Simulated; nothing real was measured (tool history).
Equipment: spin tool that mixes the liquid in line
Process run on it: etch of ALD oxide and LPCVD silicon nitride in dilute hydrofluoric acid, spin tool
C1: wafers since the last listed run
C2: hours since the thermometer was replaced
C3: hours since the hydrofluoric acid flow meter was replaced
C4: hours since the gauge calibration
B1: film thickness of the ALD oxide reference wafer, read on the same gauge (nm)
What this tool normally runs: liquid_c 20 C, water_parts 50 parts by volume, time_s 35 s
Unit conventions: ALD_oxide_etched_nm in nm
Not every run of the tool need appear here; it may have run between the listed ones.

run 1 hour=0 | liquid_c=21.5 water_parts=50 time_s=20 | C1=0 C2=907.6 C3=462.5 C4=1069.6 | B1=49.99 | ALD_oxide_etched_nm=6.52
run 2 hour=35.9 | liquid_c=21.5 water_parts=50 time_s=20 | C1=588 C2=943.5 C3=498.4 C4=1105.5 | B1=50 | ALD_oxide_etched_nm=6.54
run 3 hour=56.7 | liquid_c=22 water_parts=70 time_s=35 | C1=340 C2=964.3 C3=519.2 C4=1126.3 | B1=49.99 | ALD_oxide_etched_nm=8.15
-- hour=71.9 hydrofluoric acid flow meter replaced
run 4 hour=134.1 | liquid_c=20 water_parts=50 time_s=35 | C1=1252 C2=1041.7 C3=62.2 C4=1203.7 | B1=50.01 | ALD_oxide_etched_nm=10.76
-- hour=205.2 gauge calibrated
run 5 hour=236.4 | liquid_c=20 water_parts=50 time_s=35 | C1=1676 C2=1144 C3=164.5 C4=31.2 | B1=50 | ALD_oxide_etched_nm=10.86
run 6 hour=269 | liquid_c=20 water_parts=50 time_s=35 | C1=534 C2=1176.6 C3=197.1 C4=63.8 | B1=50.02 | ALD_oxide_etched_nm=10.81
run 7 hour=297.5 | liquid_c=20 water_parts=50 time_s=35 | C1=467 C2=1205.1 C3=225.6 C4=92.3 | B1=50.01 | ALD_oxide_etched_nm=10.85
run 8 hour=325 | liquid_c=20 water_parts=50 time_s=35 | C1=450 C2=1232.6 C3=253.1 C4=119.8 | B1=49.99 | ALD_oxide_etched_nm=10.9
run 9 hour=350.8 | liquid_c=18 water_parts=50 time_s=35 | C1=422 C2=1258.4 C3=278.9 C4=145.6 | B1=49.99 | ALD_oxide_etched_nm=10.02
run 10 hour=375.3 | liquid_c=20 water_parts=50 time_s=35 | C1=401 C2=1282.9 C3=303.4 C4=170.1 | B1=49.99 | ALD_oxide_etched_nm=10.96
-- hour=419 thermometer replaced
run 11 hour=424.1 | liquid_c=17 water_parts=35 time_s=45 | C1=783 C2=5.1 C3=352.2 C4=218.9 | B1=50.02 | ALD_oxide_etched_nm=16.9
run 12 hour=450.4 | liquid_c=20 water_parts=30 time_s=35 | C1=431 C2=31.4 C3=378.5 C4=245.2 | B1=50.01 | ALD_oxide_etched_nm=17.33
run 13 hour=480.4 | liquid_c=24 water_parts=30 time_s=45 | C1=491 C2=61.4 C3=408.5 C4=275.2 | B1=49.99 | ALD_oxide_etched_nm=26.53
-- hour=498.8 hydrofluoric acid flow meter replaced
run 14 hour=507.5 | liquid_c=17 water_parts=40 time_s=50 | C1=427 C2=88.5 C3=8.7 C4=302.3 | B1=49.99 | ALD_oxide_etched_nm=16.23
run 15 hour=583.5 | liquid_c=17.5 water_parts=30 time_s=50 | C1=1245 C2=164.5 C3=84.7 C4=378.3 | B1=50.02 | ALD_oxide_etched_nm=22.47
run 16 hour=604.1 | liquid_c=20 water_parts=50 time_s=35 | C1=337 C2=185.1 C3=105.3 C4=398.9 | B1=50.01 | ALD_oxide_etched_nm=10.3
run 17 hour=629.4 | liquid_c=20 water_parts=50 time_s=35 | C1=414 C2=210.4 C3=130.6 C4=424.2 | B1=50 | ALD_oxide_etched_nm=10.23
run 18 hour=701.8 | liquid_c=23.5 water_parts=65 time_s=20 | C1=1186 C2=282.8 C3=203 C4=496.6 | B1=49.99 | ALD_oxide_etched_nm=5.17
run 19 hour=730.7 | liquid_c=22 water_parts=30 time_s=20 | C1=473 C2=311.7 C3=231.9 C4=525.5 | B1=50 | ALD_oxide_etched_nm=11
run 20 hour=748.7 | liquid_c=20 water_parts=30 time_s=20 | C1=295 C2=329.7 C3=249.9 C4=543.5 | B1=49.99 | ALD_oxide_etched_nm=10.13
run 21 hour=767.1 | liquid_c=21.5 water_parts=50 time_s=20 | C1=301 C2=348.1 C3=268.3 C4=561.9 | B1=50 | ALD_oxide_etched_nm=6.34
run 22 hour=794.1 | liquid_c=24.5 water_parts=75 time_s=25 | C1=442 C2=375.1 C3=295.3 C4=588.9 | B1=50 | ALD_oxide_etched_nm=5.78
run 23 hour=809 | liquid_c=17 water_parts=30 time_s=25 | C1=244 C2=390 C3=310.2 C4=603.8 | B1=50.01 | ALD_oxide_etched_nm=11.28
run 24 hour=831.3 | liquid_c=17 water_parts=50 time_s=20 | C1=365 C2=412.3 C3=332.5 C4=626.1 | B1=50.03 | ALD_oxide_etched_nm=5.26
run 25 hour=855.3 | liquid_c=22 water_parts=70 time_s=45 | C1=393 C2=436.3 C3=356.5 C4=650.1 | B1=50 | ALD_oxide_etched_nm=10.14

Consider 5 possible next runs. They are alternatives, not a sequence: every one starts from the tool as it was left by run 25. What does each give?
run A hour=855.7 | liquid_c=21.5 water_parts=50 time_s=35 | C1=6 C2=436.7 C3=356.9 C4=650.5 | B1=? | ALD_oxide_etched_nm=?
run B hour=855.7 | liquid_c=21.5 water_parts=40 time_s=35 | C1=6 C2=436.7 C3=356.9 C4=650.5 | B1=? | ALD_oxide_etched_nm=?
run C hour=855.7 | liquid_c=25 water_parts=30 time_s=45 | C1=6 C2=436.7 C3=356.9 C4=650.5 | B1=? | ALD_oxide_etched_nm=?
run D hour=855.7 | liquid_c=25 water_parts=35 time_s=45 | C1=6 C2=436.7 C3=356.9 C4=650.5 | B1=? | ALD_oxide_etched_nm=?
run E hour=855.7 | liquid_c=23 water_parts=70 time_s=25 | C1=6 C2=436.7 C3=356.9 C4=650.5 | B1=? | ALD_oxide_etched_nm=?

run=A B1=50.01 ALD_oxide_etched_nm=11.1
run=B B1=50.01 ALD_oxide_etched_nm=14.05
run=C B1=50.01 ALD_oxide_etched_nm=28.25
run=D B1=50.01 ALD_oxide_etched_nm=24.05
run=E B1=50.01 ALD_oxide_etched_nm=5.87
Had the tool no hidden state, the same runs would have come out as:
run=A ALD_oxide_etched_nm=10.82
run=B ALD_oxide_etched_nm=13.69
run=C ALD_oxide_etched_nm=27.54
run=D ALD_oxide_etched_nm=23.44
run=E ALD_oxide_etched_nm=5.73
